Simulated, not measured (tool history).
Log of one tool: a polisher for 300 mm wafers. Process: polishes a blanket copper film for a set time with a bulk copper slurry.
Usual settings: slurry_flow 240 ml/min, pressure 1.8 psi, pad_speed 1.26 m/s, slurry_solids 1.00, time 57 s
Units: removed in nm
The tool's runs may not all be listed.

run,day,slurry_flow,pressure,pad_speed,slurry_solids,time,wafers since the last listed run,wafers polished on this pad,hours since the slurry nozzle was cleaned,hours since the head pressure was calibrated,hours since the slurry blender was calibrated,"incoming thickness of the incoming film, nm",removed
1,0.000,240,1.8,1.26,1.00,57,0,878,71.5,154.7,55.4,1990.0,438.1
2,3.712,240,1.8,1.26,1.00,57,1304,2182,160.6,243.8,144.5,1968.1,428.2
3,6.179,240,2.1,1.26,1.00,57,866,3049,219.8,303.0,203.7,1943.3,505.9
4,10.058,240,2.1,1.26,1.00,57,1362,4411,312.9,396.1,296.8,1975.5,488.6
5,11.696,240,1.8,1.26,1.00,57,575,4987,352.2,435.4,336.1,1995.8,419.0
6,14.358,240,1.8,1.26,1.00,57,935,5922,416.1,499.3,400.0,1961.5,404.2
# day 14.850: slurry nozzle cleaned
# day 16.692: slurry blender recalibrated
# day 16.879: worn pad replaced by a new one
7,21.246,240,1.8,1.26,1.00,57,2316,1534,153.5,664.6,109.3,2004.7,433.6
8,24.196,240,1.8,1.26,1.00,57,1036,2570,224.3,735.4,180.1,1980.8,433.2
# day 32.762: slurry nozzle cleaned
# day 34.454: slurry blender recalibrated
# day 34.479: worn pad replaced by a new one
9,35.242,240,1.8,1.26,1.00,57,3827,268,59.5,1000.5,18.9,1986.0,434.2
10,39.517,240,1.8,1.26,1.00,57,1501,1769,162.1,1103.1,121.5,1987.8,448.5
11,41.108,240,1.8,1.26,1.00,57,559,2328,200.3,1141.3,159.7,1978.3,430.3
12,45.262,240,1.6,1.26,1.00,57,1459,3788,300.0,1241.0,259.4,1984.7,375.2
13,48.267,240,1.8,1.06,1.05,57,1055,4843,372.1,1313.1,331.5,1983.4,350.3
# day 48.408: head pressure recalibrated
14,52.000,240,1.8,1.06,1.05,57,1282,6125,461.7,86.2,421.1,1993.9,333.6
15,55.454,170,1.8,1.66,1.15,63,1213,7338,544.6,169.1,504.0,1976.4,557.4
# day 55.817: slurry nozzle cleaned
# day 56.267: slurry blender recalibrated
# day 57.483: worn pad replaced by a new one, of another model than before
16,58.833,240,1.8,1.26,1.00,57,1084,474,72.4,250.2,61.6,1938.4,440.9
17,61.433,320,1.8,1.26,0.85,57,913,1388,134.8,312.6,124.0,1965.1,443.0
18,63.767,290,1.8,1.54,1.00,57,819,2207,190.8,368.6,180.0,1970.6,495.3
19,74.467,240,1.8,0.88,0.90,57,3758,5966,447.6,625.4,436.8,1981.5,322.6
20,76.550,195,1.6,1.26,1.00,57,731,6697,497.6,675.4,486.8,1987.3,355.8
# day 77.012: slurry nozzle cleaned
# day 77.117: slurry blender recalibrated
# day 78.012: worn pad replaced by a new one
21,80.183,240,1.8,1.26,1.00,57,1173,762,76.1,762.6,73.6,1978.0,441.8
22,82.146,240,1.8,1.26,1.00,57,689,1451,123.2,809.7,120.7,1977.5,431.8
23,84.850,170,1.8,1.66,1.15,63,949,2401,188.1,874.6,185.6,1955.2,533.3
24,87.867,185,1.4,1.26,1.20,50,1059,3460,260.5,947.0,258.0,1988.5,308.5
25,90.862,305,2.0,1.26,1.20,67,1052,4513,332.4,1018.9,329.9,1991.9,580.9
26,94.929,205,1.8,1.26,1.20,57,1428,5941,430.0,1116.5,427.5,1984.6,410.0
27,96.771,240,1.8,1.26,1.00,57,646,6588,474.2,1160.7,471.7,1996.2,402.1
# day 97.125: worn pad replaced by a new one
# day 98.804: slurry blender recalibrated
# day 99.212: slurry nozzle cleaned
28,100.838,240,1.8,1.26,1.00,57,1326,1260,39.0,1258.3,48.8,1978.5,440.1
29,102.467,240,1.8,1.62,1.30,40,572,1833,78.1,1297.4,87.9,1937.9,374.8

5 ways to go on from here, each from the tool as it stands after run 29. What would each give?
A,102.483,240,1.8,1.26,1.00,50,5,1838,78.5,1297.8,88.3,1942.3,?
B,102.483,165,1.2,1.26,1.00,44,5,1838,78.5,1297.8,88.3,1942.3,?
C,102.483,240,1.5,1.66,0.75,70,5,1838,78.5,1297.8,88.3,1942.3,?
D,102.483,240,1.8,1.26,1.00,76,5,1838,78.5,1297.8,88.3,1942.3,?
E,102.483,195,1.8,1.26,1.00,57,5,1838,78.5,1297.8,88.3,1942.3,?

run,removed
A,379.4
B,227.4
C,510.6
D,576.7
E,415.4
Without the tool's hidden state the same runs would have given:
run,removed
A,390.6
B,234.1
C,525.6
D,593.7
E,427.6

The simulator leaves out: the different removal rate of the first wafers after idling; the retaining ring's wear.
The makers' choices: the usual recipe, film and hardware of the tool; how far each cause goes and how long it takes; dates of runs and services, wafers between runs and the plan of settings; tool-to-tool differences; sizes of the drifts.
